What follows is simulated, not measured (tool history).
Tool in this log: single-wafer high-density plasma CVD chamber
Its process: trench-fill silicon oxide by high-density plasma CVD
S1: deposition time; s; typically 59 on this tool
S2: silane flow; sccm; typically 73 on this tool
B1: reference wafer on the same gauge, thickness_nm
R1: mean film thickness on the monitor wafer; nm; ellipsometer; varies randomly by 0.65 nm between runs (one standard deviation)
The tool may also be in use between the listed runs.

run 1 hour=0 | S1=61.8 S2=73 | B1=398.841 | R1=438.038
run 2 hour=12.3 | S1=59 S2=73 | B1=399.146 | R1=417.65
run 3 hour=25 | S1=59 S2=73 | B1=399.067 | R1=417.059
run 4 hour=53 | S1=59 S2=73 | B1=398.932 | R1=416.64
run 5 hour=111.6 | S1=67.3 S2=73 | B1=398.997 | R1=475.08
run 6 hour=168.2 | S1=67.3 S2=73 | B1=398.829 | R1=475.978
run 7 hour=195.1 | S1=59 S2=73 | B1=399.052 | R1=418.226
run 8 hour=224.4 | S1=59 S2=73 | B1=398.925 | R1=418.435
run 9 hour=246.5 | S1=59 S2=73 | B1=399.16 | R1=418.149
run 10 hour=272.7 | S1=59 S2=73 | B1=399.106 | R1=417.387
run 11 hour=300.8 | S1=59 S2=69 | B1=399.129 | R1=405.241
run 12 hour=348.6 | S1=59 S2=69 | B1=399.122 | R1=403.938
run 13 hour=362.7 | S1=59 S2=69 | B1=398.833 | R1=403.557
run 14 hour=382.8 | S1=59 S2=73 | B1=398.979 | R1=418.156
run 15 hour=405.2 | S1=49.4 S2=60 | B1=398.926 | R1=313.253
run 16 hour=431.2 | S1=59 S2=73 | B1=398.913 | R1=416.48
run 17 hour=447.8 | S1=64.6 S2=73 | B1=398.879 | R1=456.821
run 18 hour=462.4 | S1=59 S2=73 | B1=398.744 | R1=417.269
-- hour=482.7 silane flow controller replaced
-- hour=542.9 gauge calibrated
run 19 hour=558 | S1=59 S2=79 | B1=398.886 | R1=456.146
run 20 hour=581.7 | S1=67.3 S2=73 | B1=398.996 | R1=495.849
run 21 hour=598.8 | S1=65.6 S2=62 | B1=399.114 | R1=441.737
run 22 hour=634.6 | S1=59 S2=87 | B1=398.974 | R1=482.602
run 23 hour=662.1 | S1=53.4 S2=85 | B1=399.075 | R1=430.664
run 24 hour=717.9 | S1=63.6 S2=62 | B1=398.951 | R1=427.251
run 25 hour=734.5 | S1=47.9 S2=73 | B1=398.914 | R1=352.791
run 26 hour=756.4 | S1=59 S2=73 | B1=398.934 | R1=432.758
run 27 hour=810.9 | S1=59 S2=73 | B1=398.929 | R1=433.668
run 28 hour=844.4 | S1=59 S2=60 | B1=398.96 | R1=389.362
run 29 hour=879.9 | S1=59 S2=77 | B1=399.045 | R1=446.173

What if the next run were any one of these 3? Each begins from the tool's condition after run 29:
run A hour=880.3 | S1=59 S2=73 | B1=? | R1=?
run B hour=880.3 | S1=48.6 S2=68 | B1=? | R1=?
run C hour=880.3 | S1=59 S2=86 | B1=? | R1=?

run=A B1=398.932 R1=433.431
run=B B1=398.932 R1=342.903
run=C B1=398.932 R1=478.02
Stripped of hidden state, with their random variation kept, the same runs would have yielded:
run=A R1=434.211
run=B R1=343.52
run=C R1=478.881
